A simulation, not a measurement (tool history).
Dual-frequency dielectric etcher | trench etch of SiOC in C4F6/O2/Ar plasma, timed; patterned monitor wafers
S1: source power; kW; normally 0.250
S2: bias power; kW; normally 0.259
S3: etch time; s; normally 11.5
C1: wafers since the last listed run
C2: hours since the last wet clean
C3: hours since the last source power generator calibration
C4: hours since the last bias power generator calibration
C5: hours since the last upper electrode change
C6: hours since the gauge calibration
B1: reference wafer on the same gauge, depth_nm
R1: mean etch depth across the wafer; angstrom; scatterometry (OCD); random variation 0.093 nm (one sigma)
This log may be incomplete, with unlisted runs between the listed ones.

run 1 hour=0.0 | S1=0.270 S2=0.259 S3=11.5 | C1=0 C2=254.2 C3=2058.1 C4=2677.8 C5=2730.8 C6=221.7 | B1=25.30 | R1=216.1
run 2 hour=13.4 | S1=0.270 S2=0.259 S3=11.5 | C1=268 C2=267.6 C3=2071.5 C4=2691.2 C5=2744.2 C6=235.1 | B1=25.25 | R1=215.9
run 3 hour=21.5 | S1=0.250 S2=0.259 S3=11.5 | C1=162 C2=275.7 C3=2079.6 C4=2699.3 C5=2752.3 C6=243.2 | B1=25.27 | R1=207.7
run 4 hour=34.3 | S1=0.250 S2=0.259 S3=11.5 | C1=256 C2=288.5 C3=2092.4 C4=2712.1 C5=2765.1 C6=256.0 | B1=25.34 | R1=209.0
run 5 hour=50.8 | S1=0.250 S2=0.259 S3=11.5 | C1=330 C2=305.0 C3=2108.9 C4=2728.6 C5=2781.6 C6=272.5 | B1=25.31 | R1=208.5
run 6 hour=61.5 | S1=0.250 S2=0.259 S3=11.5 | C1=214 C2=315.7 C3=2119.6 C4=2739.3 C5=2792.3 C6=283.2 | B1=25.34 | R1=208.0
run 7 hour=78.7 | S1=0.250 S2=0.259 S3=11.5 | C1=344 C2=332.9 C3=2136.8 C4=2756.5 C5=2809.5 C6=300.4 | B1=25.28 | R1=207.4
run 8 hour=86.0 | S1=0.210 S2=0.259 S3=11.5 | C1=146 C2=340.2 C3=2144.1 C4=2763.8 C5=2816.8 C6=307.7 | B1=25.30 | R1=189.1
run 9 hour=100.8 | S1=0.250 S2=0.259 S3=11.5 | C1=296 C2=355.0 C3=2158.9 C4=2778.6 C5=2831.6 C6=322.5 | B1=25.32 | R1=206.3
-- hour=104.6 gauge calibrated
run 10 hour=113.4 | S1=0.250 S2=0.259 S3=11.5 | C1=252 C2=367.6 C3=2171.5 C4=2791.2 C5=2844.2 C6=8.8 | B1=25.31 | R1=208.1
run 11 hour=124.1 | S1=0.290 S2=0.207 S3=11.5 | C1=214 C2=378.3 C3=2182.2 C4=2801.9 C5=2854.9 C6=19.5 | B1=25.31 | R1=195.9
run 12 hour=139.0 | S1=0.250 S2=0.239 S3=11.5 | C1=298 C2=393.2 C3=2197.1 C4=2816.8 C5=2869.8 C6=34.4 | B1=25.35 | R1=196.8
run 13 hour=147.8 | S1=0.250 S2=0.259 S3=11.5 | C1=176 C2=402.0 C3=2205.9 C4=2825.6 C5=2878.6 C6=43.2 | B1=25.32 | R1=207.8
-- hour=177.6 upper electrode replaced, of another model than before
run 14 hour=178.1 | S1=0.250 S2=0.259 S3=11.5 | C1=126 C2=432.3 C3=2236.2 C4=2855.9 C5=0.5 C6=73.5 | B1=25.27 | R1=205.5
run 15 hour=178.5 | S1=0.250 S2=0.259 S3=11.5 | C1=8 C2=432.7 C3=2236.6 C4=2856.3 C5=0.9 C6=73.9 | B1=25.30 | R1=204.8
-- hour=190.9 source power generator calibrated
run 16 hour=191.4 | S1=0.250 S2=0.220 S3=11.5 | C1=178 C2=445.6 C3=0.5 C4=2869.2 C5=13.8 C6=86.8 | B1=25.29 | R1=193.3
run 17 hour=205.0 | S1=0.250 S2=0.259 S3=11.5 | C1=272 C2=459.2 C3=14.1 C4=2882.8 C5=27.4 C6=100.4 | B1=25.28 | R1=205.3
run 18 hour=212.9 | S1=0.270 S2=0.259 S3=11.5 | C1=158 C2=467.1 C3=22.0 C4=2890.7 C5=35.3 C6=108.3 | B1=25.27 | R1=217.0
-- hour=229.2 bias power generator calibrated
run 19 hour=229.7 | S1=0.220 S2=0.203 S3=12.5 | C1=256 C2=483.9 C3=38.8 C4=0.5 C5=52.1 C6=125.1 | B1=25.30 | R1=184.3
run 20 hour=240.5 | S1=0.280 S2=0.207 S3=14.0 | C1=216 C2=494.7 C3=49.6 C4=11.3 C5=62.9 C6=135.9 | B1=25.30 | R1=249.3
-- hour=266.7 wet clean of the chamber
run 21 hour=267.2 | S1=0.250 S2=0.291 S3=11.5 | C1=54 C2=0.5 C3=76.3 C4=38.0 C5=89.6 C6=162.6 | B1=25.30 | R1=222.4
run 22 hour=267.5 | S1=0.190 S2=0.259 S3=12.5 | C1=6 C2=0.8 C3=76.6 C4=38.3 C5=89.9 C6=162.9 | B1=25.28 | R1=181.1
run 23 hour=267.8 | S1=0.300 S2=0.301 S3=9.0 | C1=6 C2=1.1 C3=76.9 C4=38.6 C5=90.2 C6=163.2 | B1=25.27 | R1=197.5
run 24 hour=274.6 | S1=0.250 S2=0.259 S3=11.5 | C1=136 C2=7.9 C3=83.7 C4=45.4 C5=97.0 C6=170.0 | B1=25.25 | R1=212.9
run 25 hour=280.8 | S1=0.250 S2=0.259 S3=14.0 | C1=124 C2=14.1 C3=89.9 C4=51.6 C5=103.2 C6=176.2 | B1=25.29 | R1=255.6
run 26 hour=324.2 | S1=0.250 S2=0.259 S3=12.5 | C1=868 C2=57.5 C3=133.3 C4=95.0 C5=146.6 C6=219.6 | B1=25.33 | R1=226.9
run 27 hour=334.4 | S1=0.230 S2=0.318 S3=13.5 | C1=204 C2=67.7 C3=143.5 C4=105.2 C5=156.8 C6=229.8 | B1=25.26 | R1=252.0

What if the next run were any one of these 3? Each begins from the tool's condition after run 27:
run A hour=334.8 | S1=0.250 S2=0.259 S3=13.0 | C1=8 C2=68.1 C3=143.9 C4=105.6 C5=157.2 C6=230.2 | B1=? | R1=?
run B hour=334.8 | S1=0.210 S2=0.259 S3=10.0 | C1=8 C2=68.1 C3=143.9 C4=105.6 C5=157.2 C6=230.2 | B1=? | R1=?
run C hour=334.8 | S1=0.310 S2=0.197 S3=12.5 | C1=8 C2=68.1 C3=143.9 C4=105.6 C5=157.2 C6=230.2 | B1=? | R1=?

run=A B1=25.30 R1=239.4
run=B B1=25.30 R1=160.0
run=C B1=25.30 R1=241.9
What these runs would have given with no unlogged condition in the tool:
run=A R1=240.4
run=B R1=160.6
run=C R1=242.9
